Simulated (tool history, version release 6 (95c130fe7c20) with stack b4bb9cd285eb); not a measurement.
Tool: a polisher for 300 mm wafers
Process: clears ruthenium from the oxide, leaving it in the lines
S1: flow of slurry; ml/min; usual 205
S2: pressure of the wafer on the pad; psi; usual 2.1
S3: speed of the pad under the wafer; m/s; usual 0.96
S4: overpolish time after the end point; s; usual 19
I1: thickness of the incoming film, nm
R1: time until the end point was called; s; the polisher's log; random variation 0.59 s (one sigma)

run 1 hour=0 | S1=205 S2=2.1 S3=0.96 S4=19 | I1=79.9 | R1=70.2
-- hour=5.6 head pressure recalibrated
run 2 hour=62.6 | S1=205 S2=2.1 S3=0.96 S4=26 | I1=80.1 | R1=71.1
run 3 hour=111.1 | S1=205 S2=2.1 S3=0.96 S4=26 | I1=79.7 | R1=69.8
run 4 hour=173.7 | S1=205 S2=2.1 S3=0.96 S4=26 | I1=80.3 | R1=69.6
-- hour=208.9 worn pad replaced by a new one
run 5 hour=256.4 | S1=205 S2=2.4 S3=0.96 S4=12 | I1=80 | R1=62.1
run 6 hour=298.5 | S1=205 S2=2.4 S3=0.96 S4=12 | I1=79.3 | R1=61.3
-- hour=352.5 head pressure recalibrated
-- hour=393.8 worn pad replaced by a new one
run 7 hour=491.6 | S1=205 S2=2.1 S3=0.96 S4=19 | I1=80.2 | R1=71.7
-- hour=504.9 slurry nozzle cleaned
-- hour=593 worn pad replaced by a new one
run 8 hour=593.5 | S1=175 S2=1.7 S3=0.96 S4=12 | I1=79.1 | R1=100.1
run 9 hour=669.3 | S1=185 S2=2.6 S3=1.18 S4=16 | I1=80.7 | R1=57.1
-- hour=671.9 slurry nozzle cleaned, repeated, since the last time left the tool worse
-- hour=690.4 head pressure recalibrated
run 10 hour=738.4 | S1=205 S2=2.1 S3=0.96 S4=19 | I1=80.2 | R1=69.1
-- hour=796.5 worn pad replaced by a new one
run 11 hour=840.8 | S1=225 S2=2.1 S3=0.72 S4=24 | I1=80.3 | R1=85.9
run 12 hour=909.8 | S1=205 S2=2.1 S3=0.96 S4=19 | I1=79 | R1=69.3
-- hour=981.2 worn pad replaced by a new one
run 13 hour=985.9 | S1=205 S2=2.1 S3=0.74 S4=12 | I1=78.3 | R1=82.8
run 14 hour=1067.2 | S1=250 S2=2.4 S3=0.8 S4=19 | I1=79.4 | R1=69.5

5 ways to go on from here, each from the tool as it stands after run 14. What would each give?
run A hour=1067.7 | S1=205 S2=2.1 S3=0.96 S4=19 | I1=79.9 | R1=?
run B hour=1067.7 | S1=270 S2=2.1 S3=0.96 S4=23 | I1=79.9 | R1=?
run C hour=1067.7 | S1=205 S2=1.6 S3=0.96 S4=19 | I1=79.9 | R1=?
run D hour=1067.7 | S1=205 S2=2.5 S3=0.96 S4=23 | I1=79.9 | R1=?
run E hour=1067.7 | S1=235 S2=2.1 S3=0.96 S4=19 | I1=79.9 | R1=?

run=A R1=71
run=B R1=68.1
run=C R1=93.2
run=D R1=59.7
run=E R1=69.4
Without the tool's hidden state the same runs would have given:
run=A R1=68.6
run=B R1=66.3
run=C R1=90
run=D R1=57.6
run=E R1=67.3

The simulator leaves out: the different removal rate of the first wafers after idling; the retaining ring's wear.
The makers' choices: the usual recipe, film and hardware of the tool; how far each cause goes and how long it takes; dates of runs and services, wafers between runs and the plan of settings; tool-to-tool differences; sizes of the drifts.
